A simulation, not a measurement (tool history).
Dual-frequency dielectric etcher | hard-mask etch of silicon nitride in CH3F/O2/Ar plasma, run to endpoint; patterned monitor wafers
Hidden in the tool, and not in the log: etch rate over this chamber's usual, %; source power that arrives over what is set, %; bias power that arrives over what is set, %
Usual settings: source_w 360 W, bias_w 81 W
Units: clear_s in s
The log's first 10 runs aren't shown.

run      day  source_w  bias_w  wafers since the last listed run  hours since the last wet clean  hours since the last source power generator calibration  hours since the last bias power generator calibration  hours since the last upper electrode change  incoming incoming film thickness, nm  clear_s
 11   38.496       360      81                               884                           564.8                                                    542.6                                                 3401.1                                       2862.9                                 28.45     43.8
      40.571  -- wet clean of the chamber
 12   41.758       360      81                               634                            28.5                                                    620.9                                                 3479.4                                       2941.2                                 28.69     42.3
      43.046  -- bias power generator calibrated
 13   44.533       360      81                               731                            95.1                                                    687.5                                                   35.7                                       3007.8                                 29.08     42.6
 14   47.762       360      81                               905                           172.6                                                    765.0                                                  113.2                                       3085.3                                 28.91     43.2
 15   50.146       400      97                               668                           229.8                                                    822.2                                                  170.4                                       3142.5                                 28.52     38.4
 16   53.917       360      81                              1057                           320.3                                                    912.7                                                  260.9                                       3233.0                                 28.69     43.1
      55.625  -- upper electrode replaced
 17   57.812       330      71                               811                           413.8                                                   1006.2                                                  354.4                                         52.5                                 28.98     47.9
 18   60.954       280      81                               880                           489.2                                                   1081.6                                                  429.8                                        127.9                                 28.83     49.6
 19   63.162       330     101                               619                           542.2                                                   1134.6                                                  482.8                                        180.9                                 28.81     43.2
 20   65.842       360      81                               751                           606.5                                                   1198.9                                                  547.1                                        245.2                                 28.76     43.8
      68.075  -- wet clean of the chamber
 21   68.238       360      81                               391                             3.9                                                   1256.4                                                  604.6                                        302.7                                 28.97     42.9
 22   76.396       400      69                              2287                           199.7                                                   1452.2                                                  800.4                                        498.5                                 29.19     44.0
 23   78.983       290      63                               725                           261.8                                                   1514.3                                                  862.5                                        560.6                                 28.48     51.5
 24   83.158       360      81                              1170                           362.0                                                   1614.5                                                  962.7                                        660.8                                 29.10     43.8
 25   85.946       360      98                               781                           428.9                                                   1681.4                                                 1029.6                                        727.7                                 28.89     41.4
 26   89.746       360      81                              1065                           520.1                                                   1772.6                                                 1120.8                                        818.9                                 28.86     44.1
 27   92.779       300      64                               850                           592.9                                                   1845.4                                                 1193.6                                        891.7                                 29.06     52.5
 28   96.767       300      73                              1117                           688.6                                                   1941.1                                                 1289.3                                        987.4                                 28.49     49.9
      97.788  -- wet clean of the chamber
 29  101.188       360      68                               959                            81.6                                                   2047.2                                                 1395.4                                       1093.5                                 28.85     44.8
 30  102.983       360      86                               503                           124.7                                                   2090.3                                                 1438.5                                       1136.6                                 28.71     41.6
 31  107.079       360      88                              1148                           223.0                                                   2188.6                                                 1536.8                                       1234.9                                 28.96     42.0
 32  109.975       430      81                               811                           292.5                                                   2258.1                                                 1606.3                                       1304.4                                 28.86     39.2
 33  112.658       360      81                               752                           356.9                                                   2322.5                                                 1670.7                                       1368.8                                 28.92     43.5
 34  116.650       440      81                              1119                           452.7                                                   2418.3                                                 1766.5                                       1464.6                                 28.97     39.6

5 ways to go on from here, each from the tool as it stands after run 34. What would each give?
  A  116.667       320      81                                 4                           453.1                                                   2418.7                                                 1766.9                                       1465.0                                 28.77        ?
  B  116.667       420      81                                 4                           453.1                                                   2418.7                                                 1766.9                                       1465.0                                 28.77        ?
  C  116.667       430      74                                 4                           453.1                                                   2418.7                                                 1766.9                                       1465.0                                 28.77        ?
  D  116.667       360      74                                 4                           453.1                                                   2418.7                                                 1766.9                                       1465.0                                 28.77        ?
  E  116.667       420      72                                 4                           453.1                                                   2418.7                                                 1766.9                                       1465.0                                 28.77        ?

run  clear_s
  A     46.0
  B     40.2
  C     40.8
  D     44.5
  E     41.6
Without the tool's hidden state the same runs would have given:
run  clear_s
  A     44.9
  B     39.3
  C     39.9
  D     43.5
  E     40.7
